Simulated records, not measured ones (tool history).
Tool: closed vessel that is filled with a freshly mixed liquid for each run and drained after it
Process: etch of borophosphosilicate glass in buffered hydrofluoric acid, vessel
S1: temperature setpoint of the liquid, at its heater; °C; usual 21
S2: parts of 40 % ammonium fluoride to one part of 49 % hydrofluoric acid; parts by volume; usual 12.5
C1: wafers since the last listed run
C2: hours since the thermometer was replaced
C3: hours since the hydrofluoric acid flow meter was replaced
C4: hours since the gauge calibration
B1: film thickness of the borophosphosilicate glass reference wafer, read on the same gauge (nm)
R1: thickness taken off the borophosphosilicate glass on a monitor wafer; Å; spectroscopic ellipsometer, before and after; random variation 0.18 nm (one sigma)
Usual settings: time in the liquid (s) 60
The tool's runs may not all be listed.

run 1 day=0 | S1=21 S2=12.5 time_in_the_liquid_(s)=60 | C1=0 C2=797.3 C3=205.2 C4=54.6 | B1=59.32 | R1=483
run 2 day=1.929 | S1=21 S2=12.5 time_in_the_liquid_(s)=60 | C1=6839 C2=843.6 C3=251.5 C4=100.9 | B1=59.06 | R1=482.2
run 3 day=4.833 | S1=21 S2=12.5 time_in_the_liquid_(s)=60 | C1=10295 C2=913.3 C3=321.2 C4=170.6 | B1=58.78 | R1=484.2
run 4 day=8.871 | S1=21 S2=12.5 time_in_the_liquid_(s)=60 | C1=14313 C2=1010.2 C3=418.1 C4=267.5 | B1=58.57 | R1=479.6
-- day=12.033 hydrofluoric acid flow meter replaced
run 5 day=13.092 | S1=21 S2=14.5 time_in_the_liquid_(s)=60 | C1=14815 C2=1111.5 C3=25.4 C4=368.8 | B1=58.47 | R1=413.5
run 6 day=15.35 | S1=21 S2=14 time_in_the_liquid_(s)=70 | C1=8006 C2=1165.7 C3=79.6 C4=423 | B1=58.32 | R1=495.4
run 7 day=19.292 | S1=21 S2=14 time_in_the_liquid_(s)=70 | C1=13973 C2=1260.3 C3=174.2 C4=517.6 | B1=58.27 | R1=501.6
-- day=21.933 gauge calibrated
-- day=22.583 thermometer replaced
run 8 day=23.317 | S1=21 S2=14 time_in_the_liquid_(s)=70 | C1=14121 C2=17.6 C3=270.8 C4=33.2 | B1=59.87 | R1=509.1
run 9 day=26.138 | S1=21 S2=8 time_in_the_liquid_(s)=60 | C1=10000 C2=85.3 C3=338.5 C4=100.9 | B1=59.4 | R1=734.7
run 10 day=30.021 | S1=25 S2=12.5 time_in_the_liquid_(s)=85 | C1=13766 C2=178.5 C3=431.7 C4=194.1 | B1=59.13 | R1=856.4
-- day=32.158 hydrofluoric acid flow meter replaced
run 11 day=33.142 | S1=21 S2=12.5 time_in_the_liquid_(s)=60 | C1=10915 C2=253.4 C3=23.6 C4=269 | B1=58.89 | R1=481.2
run 12 day=35.354 | S1=21 S2=12.5 time_in_the_liquid_(s)=60 | C1=7843 C2=306.5 C3=76.7 C4=322.1 | B1=58.85 | R1=482.1
run 13 day=39.542 | S1=21 S2=12.5 time_in_the_liquid_(s)=80 | C1=14845 C2=407 C3=177.2 C4=422.6 | B1=58.75 | R1=642.9
run 14 day=41.633 | S1=21 S2=11 time_in_the_liquid_(s)=60 | C1=7415 C2=457.2 C3=227.4 C4=472.8 | B1=58.71 | R1=546.1
run 15 day=46.05 | S1=22.5 S2=8.5 time_in_the_liquid_(s)=60 | C1=15657 C2=563.2 C3=333.4 C4=578.8 | B1=58.7 | R1=733.9
run 16 day=47.708 | S1=21 S2=12.5 time_in_the_liquid_(s)=70 | C1=5878 C2=603 C3=373.2 C4=618.6 | B1=58.66 | R1=557.8

4 ways to go on from here, each from the tool as it stands after run 16. What would each give?
run A day=47.738 | S1=21 S2=12.5 time_in_the_liquid_(s)=60 | C1=103 C2=603.7 C3=373.9 C4=619.3 | B1=? | R1=?
run B day=47.738 | S1=21 S2=17.5 time_in_the_liquid_(s)=75 | C1=103 C2=603.7 C3=373.9 C4=619.3 | B1=? | R1=?
run C day=47.738 | S1=17 S2=12.5 time_in_the_liquid_(s)=60 | C1=103 C2=603.7 C3=373.9 C4=619.3 | B1=? | R1=?
run D day=47.738 | S1=25.5 S2=16 time_in_the_liquid_(s)=50 | C1=103 C2=603.7 C3=373.9 C4=619.3 | B1=? | R1=?

run=A B1=58.67 R1=477.2
run=B B1=58.67 R1=427.8
run=C B1=58.67 R1=381.9
run=D B1=58.67 R1=398
Without the tool's hidden state the same runs would have given:
run=A R1=488.1
run=B R1=437.6
run=C R1=390.7
run=D R1=407.1
